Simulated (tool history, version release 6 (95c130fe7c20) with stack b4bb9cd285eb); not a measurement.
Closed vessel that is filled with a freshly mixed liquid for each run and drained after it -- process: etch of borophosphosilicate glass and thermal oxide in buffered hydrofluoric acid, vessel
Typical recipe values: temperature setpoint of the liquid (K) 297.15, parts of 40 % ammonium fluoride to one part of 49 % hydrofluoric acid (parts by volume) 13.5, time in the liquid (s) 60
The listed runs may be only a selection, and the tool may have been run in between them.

run	hour	temperature setpoint of the liquid (K)	parts of 40 % ammonium fluoride to one part of 49 % hydrofluoric acid (parts by volume)	time in the liquid (s)	wafers since the last listed run	hours since the thermometer was replaced	hours since the hydrofluoric acid flow meter was replaced	hours since the gauge calibration	read-back film thickness of the borophosphosilicate glass reference wafer, read on the same gauge (nm)	read-back film thickness of the thermal oxide reference wafer, read on the same gauge (nm)	thickness taken off the borophosphosilicate glass on a monitor wafer (angstrom)	thickness taken off the thermal oxide on a monitor wafer (angstrom)
1	0.0	299.15	18.5	80	0	78.0	973.7	945.7	60.01	50.00	571.3	570.3
2	14.5	301.65	13.5	60	1510	92.5	988.2	960.2	59.99	50.01	660.1	671.9
3	47.8	297.15	16.0	60	3468	125.8	1021.5	993.5	60.00	49.99	442.8	444.2
4	73.8	299.65	10.0	75	2707	151.8	1047.5	1019.5	59.99	50.00	998.3	1009.6
5	100.6	297.15	18.0	35	2791	178.6	1074.3	1046.3	60.01	50.01	227.4	230.4
6	122.3	297.15	13.5	60	2259	200.3	1096.0	1068.0	60.00	49.98	518.9	524.5
7	138.7	298.65	8.5	60	1707	216.7	1112.4	1084.4	60.02	49.99	852.3	862.6
8	230.6	295.65	15.5	45	9571	308.6	1204.3	1176.3	60.00	50.03	311.8	314.1
# hour 244.2: gauge calibrated
9	260.9	297.15	13.5	60	3155	338.9	1234.6	16.7	59.98	50.00	518.0	524.1
10	287.1	297.15	17.0	60	2728	365.1	1260.8	42.9	59.99	50.00	410.3	415.0
11	312.2	294.15	8.5	60	2614	390.2	1285.9	68.0	60.03	49.99	662.8	667.3
# hour 339.6: hydrofluoric acid flow meter replaced
12	341.8	301.65	17.0	35	2978	419.8	2.2	97.6	60.01	49.99	322.4	326.3
13	358.2	295.65	9.0	35	1707	436.2	18.6	114.0	60.00	49.96	421.3	425.9
14	377.8	293.15	19.0	95	2041	455.8	38.2	133.6	60.00	50.01	492.1	501.8
15	409.2	301.65	13.5	40	3270	487.2	69.6	165.0	60.00	49.99	462.8	464.0
16	444.8	301.15	13.5	60	3707	522.8	105.2	200.6	60.00	49.99	676.9	679.1
17	474.2	297.15	10.5	60	3061	552.2	134.6	230.0	60.01	50.00	693.5	701.9
18	490.6	297.15	13.5	60	1707	568.6	151.0	246.4	60.01	49.96	544.8	548.4
19	510.2	297.15	13.5	60	2041	588.2	170.6	266.0	59.99	50.05	543.7	550.8
20	535.3	299.65	16.0	60	2614	613.3	195.7	291.1	60.01	49.95	519.3	530.6
21	566.5	297.15	13.5	75	3249	644.5	226.9	322.3	59.99	49.99	675.4	686.0
22	579.2	297.15	18.0	90	1322	657.2	239.6	335.0	60.00	50.02	612.0	615.1
23	594.7	297.15	13.5	60	1614	672.7	255.1	350.5	60.01	50.02	540.3	545.2
24	626.8	297.15	15.5	60	3343	704.8	287.2	382.6	60.00	50.01	470.0	477.3

Some steps in thickness taken off the borophosphosilicate glass on a monitor wafer (angstrom), run to run, broken into two amounts with sign: the step expected even without the hidden condition (settings, incoming material, random variation), and the rest, left for the hidden condition together with whatever gauge scatter is not in both the measured and the hidden-condition-free result:
The tool's hidden condition here consists of: liquid colder than its thermometer reads (K); hydrofluoric acid flow below the setpoint (%); gauge reads high (%).
Run 3 -> 4: temperature setpoint of the liquid (K) 297.15 -> 299.65, parts of 40 % ammonium fluoride to one part of 49 % hydrofluoric acid (parts by volume) 16.0 -> 10.0, time in the liquid (s) 60 -> 75. thickness taken off the borophosphosilicate glass on a monitor wafer (angstrom) +555.5: hidden state -29.0, all else +584.5.
Run 4 -> 5: temperature setpoint of the liquid (K) 299.65 -> 297.15, parts of 40 % ammonium fluoride to one part of 49 % hydrofluoric acid (parts by volume) 10.0 -> 18.0, time in the liquid (s) 75 -> 35. thickness taken off the borophosphosilicate glass on a monitor wafer (angstrom) -770.9: hidden state +39.4, all else -810.3.
Run 11 -> 12: temperature setpoint of the liquid (K) 294.15 -> 301.65, parts of 40 % ammonium fluoride to one part of 49 % hydrofluoric acid (parts by volume) 8.5 -> 17.0, time in the liquid (s) 60 -> 35, hydrofluoric acid flow meter replaced. thickness taken off the borophosphosilicate glass on a monitor wafer (angstrom) -340.4: hidden state +44.6, all else -385.0.

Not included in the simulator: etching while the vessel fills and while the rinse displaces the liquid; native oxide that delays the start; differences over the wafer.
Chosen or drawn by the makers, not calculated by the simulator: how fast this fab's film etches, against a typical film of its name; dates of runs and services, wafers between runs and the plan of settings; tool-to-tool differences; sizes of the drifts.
